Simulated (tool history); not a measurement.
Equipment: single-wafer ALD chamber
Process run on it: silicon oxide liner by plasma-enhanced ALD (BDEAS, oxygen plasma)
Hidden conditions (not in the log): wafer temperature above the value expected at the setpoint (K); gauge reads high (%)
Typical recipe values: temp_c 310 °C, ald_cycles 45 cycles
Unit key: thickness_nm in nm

run   hour  temp_c  ald_cycles  wafers since the last listed run  hours since the last thermocouple change  hours since the gauge calibration  read-back reference wafer on the same gauge, thickness_nm  thickness_nm
  1    0.0     315          45                                 0                                    1323.8                              315.2                                                      3.800         4.321
  2   17.6     315          45                                88                                    1341.4                              332.8                                                      3.802         4.325
  3   50.5     315          45                               165                                    1374.3                              365.7                                                      3.804         4.320
  4   85.5     316          45                               175                                    1409.3                              400.7                                                      3.807         4.324
  5  113.4     316          45                               139                                    1437.2                              428.6                                                      3.810         4.318
  6  143.5     310          45                               151                                    1467.3                              458.7                                                      3.813         4.365
  7  162.4     310          45                                94                                    1486.2                              477.6                                                      3.817         4.350
  8  177.4     302          45                                75                                    1501.2                              492.6                                                      3.818         4.420
  9  194.1     310          43                                83                                    1517.9                              509.3                                                      3.820         4.174
 10  228.1     303          45                               170                                    1551.9                              543.3                                                      3.823         4.423
     250.4  -- thermocouple changed; heater temperature recalibrated
 11  257.3     303          45                               106                                       6.9                              572.5                                                      3.824         4.414
 12  274.2     310          45                                84                                      23.8                              589.4                                                      3.829         4.366
 13  293.1     310          45                                94                                      42.7                              608.3                                                      3.837         4.374
 14  307.7     310          38                                73                                      57.3                              622.9                                                      3.840         3.699
 15  324.0     310          38                                81                                      73.6                              639.2                                                      3.836         3.715
 16  341.1     310          45                                85                                      90.7                              656.3                                                      3.842         4.390
 17  363.4     319          39                               111                                     113.0                              678.6                                                      3.845         3.765
 18  396.7     321          47                               167                                     146.3                              711.9                                                      3.850         4.545
 19  429.6     310          45                               165                                     179.2                              744.8                                                      3.855         4.403
 20  460.2     318          42                               153                                     209.8                              775.4                                                      3.862         4.076
 21  483.7     310          45                               117                                     233.3                              798.9                                                      3.867         4.439
 22  497.5     310          50                                69                                     247.1                              812.7                                                      3.873         4.919
 23  515.2     310          42                                88                                     264.8                              830.4                                                      3.872         4.145
 24  539.7     303          47                               122                                     289.3                              854.9                                                      3.878         4.679
 25  572.5     305          40                               164                                     322.1                              887.7                                                      3.885         3.982
     579.6  -- gauge calibrated
 26  604.2     310          45                               159                                     353.8                               24.6                                                      3.777         4.332
 27  628.4     323          47                               121                                     378.0                               48.8                                                      3.776         4.443
 28  646.8     322          52                                92                                     396.4                               67.2                                                      3.777         4.919
 29  673.8     295          45                               135                                     423.4                               94.2                                                      3.777         4.426
 30  707.0     300          49                               166                                     456.6                              127.4                                                      3.776         4.767
 31  726.1     310          45                                95                                     475.7                              146.5                                                      3.778         4.315
 32  744.9     310          54                                94                                     494.5                              165.3                                                      3.782         5.179

Across each entry between runs, compare the hidden state at the last listed run before it with the hidden state at the first listed run after it:
Run 10 -> run 11: thermocouple changed; heater temperature recalibrated (hour 250.4)
  gauge reads high (%): 1.16 -> 1.27
  measured minus no-state result, thickness_nm: +0.051 -> +0.055 nm
Run 25 -> run 26: gauge calibrated (hour 579.6)
  gauge reads high (%): 2.78 -> -0.124
  measured minus no-state result, thickness_nm: +0.107 -> -0.005 nm

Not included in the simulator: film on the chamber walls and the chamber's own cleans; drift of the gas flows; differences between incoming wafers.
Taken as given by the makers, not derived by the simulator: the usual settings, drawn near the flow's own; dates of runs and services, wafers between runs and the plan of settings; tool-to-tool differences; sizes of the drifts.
